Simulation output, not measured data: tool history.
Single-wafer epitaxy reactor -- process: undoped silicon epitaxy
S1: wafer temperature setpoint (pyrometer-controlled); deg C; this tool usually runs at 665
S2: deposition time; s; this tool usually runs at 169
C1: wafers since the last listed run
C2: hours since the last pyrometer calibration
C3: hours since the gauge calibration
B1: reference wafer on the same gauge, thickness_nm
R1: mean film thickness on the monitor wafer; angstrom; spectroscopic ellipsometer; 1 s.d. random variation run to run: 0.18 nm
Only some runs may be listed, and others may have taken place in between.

{"run": 1, "hour": 0.0, "S1": 665, "S2": 169, "C1": 0, "C2": 749.1, "C3": 281.1, "B1": 37.956, "R1": 352.23}
{"run": 2, "hour": 65.0, "S1": 665, "S2": 169, "C1": 557, "C2": 814.1, "C3": 346.1, "B1": 38.039, "R1": 353.73}
{"run": 3, "hour": 106.4, "S1": 665, "S2": 154, "C1": 355, "C2": 855.5, "C3": 387.5, "B1": 38.134, "R1": 321.79}
{"run": 4, "hour": 189.4, "S1": 665, "S2": 154, "C1": 712, "C2": 938.5, "C3": 470.5, "B1": 38.322, "R1": 323.89}
{"run": 5, "hour": 242.2, "S1": 665, "S2": 154, "C1": 453, "C2": 991.3, "C3": 523.3, "B1": 38.37, "R1": 325.42}
{"run": 6, "hour": 270.2, "S1": 665, "S2": 169, "C1": 240, "C2": 1019.3, "C3": 551.3, "B1": 38.433, "R1": 353.78}
{"hour": 313.9, "done": "gauge calibrated"}
{"run": 7, "hour": 321.1, "S1": 665, "S2": 169, "C1": 436, "C2": 1070.2, "C3": 7.2, "B1": 37.479, "R1": 348.96}
{"run": 8, "hour": 362.5, "S1": 652, "S2": 201, "C1": 355, "C2": 1111.6, "C3": 48.6, "B1": 37.582, "R1": 320.52}
{"run": 9, "hour": 423.4, "S1": 679, "S2": 202, "C1": 522, "C2": 1172.5, "C3": 109.5, "B1": 37.688, "R1": 547.82}
{"hour": 469.0, "done": "pyrometer calibrated"}
{"run": 10, "hour": 484.3, "S1": 665, "S2": 169, "C1": 454, "C2": 15.3, "C3": 170.4, "B1": 37.741, "R1": 353.3}
{"run": 11, "hour": 536.5, "S1": 655, "S2": 147, "C1": 448, "C2": 67.5, "C3": 222.6, "B1": 37.888, "R1": 248.8}
{"run": 12, "hour": 575.4, "S1": 665, "S2": 152, "C1": 333, "C2": 106.4, "C3": 261.5, "B1": 37.901, "R1": 313.83}
{"run": 13, "hour": 623.5, "S1": 670, "S2": 140, "C1": 412, "C2": 154.5, "C3": 309.6, "B1": 37.943, "R1": 319.78}
{"run": 14, "hour": 680.9, "S1": 651, "S2": 155, "C1": 492, "C2": 211.9, "C3": 367, "B1": 38.086, "R1": 243.94}
{"run": 15, "hour": 727.6, "S1": 665, "S2": 139, "C1": 400, "C2": 258.6, "C3": 413.7, "B1": 38.178, "R1": 291.5}

Predict each of these 4 candidate next runs independently; none follows another, all start after run 15:
{"run": "A", "hour": 728.0, "S1": 665, "S2": 188, "C1": 3, "C2": 259, "C3": 414.1, "B1": "?", "R1": "?"}
{"run": "B", "hour": 728.0, "S1": 658, "S2": 196, "C1": 3, "C2": 259, "C3": 414.1, "B1": "?", "R1": "?"}
{"run": "C", "hour": 728.0, "S1": 671, "S2": 182, "C1": 3, "C2": 259, "C3": 414.1, "B1": "?", "R1": "?"}
{"run": "D", "hour": 728.0, "S1": 676, "S2": 197, "C1": 3, "C2": 259, "C3": 414.1, "B1": "?", "R1": "?"}

run=A B1=38.136 R1=393.61
run=B B1=38.136 R1=357.06
run=C B1=38.136 R1=428.65
run=D B1=38.136 R1=511.26
Had the tool no hidden state, the same runs would have come out as:
run=A R1=387.95
run=B R1=351.92
run=C R1=422.49
run=D R1=503.91

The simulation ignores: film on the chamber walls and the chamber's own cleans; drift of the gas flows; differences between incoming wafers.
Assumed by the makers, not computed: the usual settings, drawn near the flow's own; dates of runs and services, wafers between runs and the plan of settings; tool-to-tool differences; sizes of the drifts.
